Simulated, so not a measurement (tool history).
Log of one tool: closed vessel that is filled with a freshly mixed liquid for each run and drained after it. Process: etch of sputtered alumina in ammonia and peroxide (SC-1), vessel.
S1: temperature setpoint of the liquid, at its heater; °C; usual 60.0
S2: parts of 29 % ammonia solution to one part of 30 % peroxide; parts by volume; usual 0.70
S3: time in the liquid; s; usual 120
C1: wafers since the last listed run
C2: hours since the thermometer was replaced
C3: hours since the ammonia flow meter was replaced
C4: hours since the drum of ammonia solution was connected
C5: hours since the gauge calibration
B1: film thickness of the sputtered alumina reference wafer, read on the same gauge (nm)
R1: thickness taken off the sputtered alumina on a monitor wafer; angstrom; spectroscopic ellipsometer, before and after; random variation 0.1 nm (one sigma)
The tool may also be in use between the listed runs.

| run | hour | S1 | S2 | S3 | C1 | C2 | C3 | C4 | C5 | B1 | R1 |
|---|---|---|---|---|---|---|---|---|---|---|---|
| 1 | 0.0 | 60.0 | 0.45 | 120 | 0 | 2070.8 | 1817.2 | 95.9 | 470.8 | 40.01 | 176.9 |
| 2 | 13.8 | 62.0 | 0.70 | 120 | 1500 | 2084.6 | 1831.0 | 109.7 | 484.6 | 39.99 | 208.4 |
| 3 | 28.0 | 62.0 | 0.70 | 120 | 1544 | 2098.8 | 1845.2 | 123.9 | 498.8 | 39.99 | 207.7 |
| 4 | 43.0 | 60.0 | 0.70 | 120 | 1631 | 2113.8 | 1860.2 | 138.9 | 513.8 | 40.00 | 186.4 |
|  | 57.5 | gauge calibrated |
| 5 | 58.7 | 60.0 | 0.70 | 120 | 1707 | 2129.5 | 1875.9 | 154.6 | 1.2 | 40.01 | 185.8 |
| 6 | 67.9 | 60.0 | 0.70 | 120 | 1000 | 2138.7 | 1885.1 | 163.8 | 10.4 | 39.99 | 187.6 |
| 7 | 82.5 | 60.0 | 0.70 | 120 | 1587 | 2153.3 | 1899.7 | 178.4 | 25.0 | 40.03 | 185.7 |
| 8 | 94.6 | 60.0 | 0.70 | 120 | 1315 | 2165.4 | 1911.8 | 190.5 | 37.1 | 40.04 | 186.3 |
| 9 | 104.5 | 60.0 | 0.50 | 120 | 1076 | 2175.3 | 1921.7 | 200.4 | 47.0 | 40.01 | 179.0 |
| 10 | 147.7 | 60.0 | 0.70 | 120 | 4697 | 2218.5 | 1964.9 | 243.6 | 90.2 | 39.99 | 186.5 |
|  | 150.9 | new drum of ammonia solution connected |
| 11 | 161.3 | 69.0 | 0.70 | 120 | 1370 | 2232.1 | 1978.5 | 10.4 | 103.8 | 40.00 | 292.4 |
| 12 | 173.2 | 60.0 | 0.70 | 120 | 1294 | 2244.0 | 1990.4 | 22.3 | 115.7 | 40.00 | 185.2 |
| 13 | 181.1 | 60.0 | 0.70 | 75 | 859 | 2251.9 | 1998.3 | 30.2 | 123.6 | 40.00 | 115.8 |
|  | 184.1 | thermometer replaced |
| 14 | 199.0 | 50.5 | 1.05 | 185 | 1837 | 14.9 | 2016.2 | 48.1 | 141.5 | 39.98 | 162.2 |
| 15 | 214.2 | 55.5 | 0.70 | 120 | 1652 | 30.1 | 2031.4 | 63.3 | 156.7 | 39.99 | 133.2 |
|  | 222.4 | ammonia flow meter replaced |
| 16 | 226.2 | 60.0 | 1.00 | 145 | 1196 | 42.1 | 3.8 | 75.3 | 168.7 | 40.00 | 212.7 |
| 17 | 237.8 | 69.0 | 0.35 | 160 | 1261 | 53.7 | 15.4 | 86.9 | 180.3 | 39.98 | 337.2 |
|  | 251.2 | thermometer replaced, repeated, since the last time left the tool worse |
| 18 | 252.9 | 60.0 | 0.85 | 120 | 1533 | 1.7 | 30.5 | 102.0 | 195.4 | 40.01 | 204.0 |
| 19 | 284.4 | 60.0 | 0.70 | 120 | 3425 | 33.2 | 62.0 | 133.5 | 226.9 | 39.99 | 200.6 |
| 20 | 293.6 | 51.5 | 0.80 | 175 | 1000 | 42.4 | 71.2 | 142.7 | 236.1 | 40.00 | 188.4 |
| 21 | 306.4 | 55.0 | 0.55 | 180 | 1391 | 55.2 | 84.0 | 155.5 | 248.9 | 40.00 | 226.1 |
| 22 | 321.0 | 65.5 | 0.70 | 100 | 1587 | 69.8 | 98.6 | 170.1 | 263.5 | 40.02 | 218.9 |
| 23 | 328.4 | 60.0 | 0.70 | 85 | 804 | 77.2 | 106.0 | 177.5 | 270.9 | 40.01 | 139.9 |
| 24 | 338.3 | 63.0 | 0.85 | 90 | 1076 | 87.1 | 115.9 | 187.4 | 280.8 | 40.00 | 178.6 |
| 25 | 352.6 | 60.0 | 0.70 | 120 | 1555 | 101.4 | 130.2 | 201.7 | 295.1 | 40.02 | 199.4 |
| 26 | 367.3 | 60.0 | 0.70 | 120 | 1598 | 116.1 | 144.9 | 216.4 | 309.8 | 40.01 | 199.7 |
| 27 | 384.1 | 66.5 | 0.60 | 120 | 1826 | 132.9 | 161.7 | 233.2 | 326.6 | 39.95 | 274.6 |

Forecast each of these 5 alternatives for the next run:
| A | 384.8 | 60.0 | 0.70 | 120 | 76 | 133.6 | 162.4 | 233.9 | 327.3 | ? | ? |
| B | 384.8 | 60.0 | 0.60 | 120 | 76 | 133.6 | 162.4 | 233.9 | 327.3 | ? | ? |
| C | 384.8 | 60.0 | 0.70 | 70 | 76 | 133.6 | 162.4 | 233.9 | 327.3 | ? | ? |
| D | 384.8 | 68.0 | 0.70 | 120 | 76 | 133.6 | 162.4 | 233.9 | 327.3 | ? | ? |
| E | 384.8 | 57.0 | 0.45 | 120 | 76 | 133.6 | 162.4 | 233.9 | 327.3 | ? | ? |

| run | B1 | R1 |
|---|---|---|
| A | 40.01 | 199.3 |
| B | 40.01 | 196.4 |
| C | 40.01 | 116.3 |
| D | 40.01 | 297.5 |
| E | 40.01 | 163.5 |
Without the tool's hidden state the same runs would have given:
| run | R1 |
|---|---|
| A | 202.1 |
| B | 199.2 |
| C | 117.9 |
| D | 301.4 |
| E | 165.9 |

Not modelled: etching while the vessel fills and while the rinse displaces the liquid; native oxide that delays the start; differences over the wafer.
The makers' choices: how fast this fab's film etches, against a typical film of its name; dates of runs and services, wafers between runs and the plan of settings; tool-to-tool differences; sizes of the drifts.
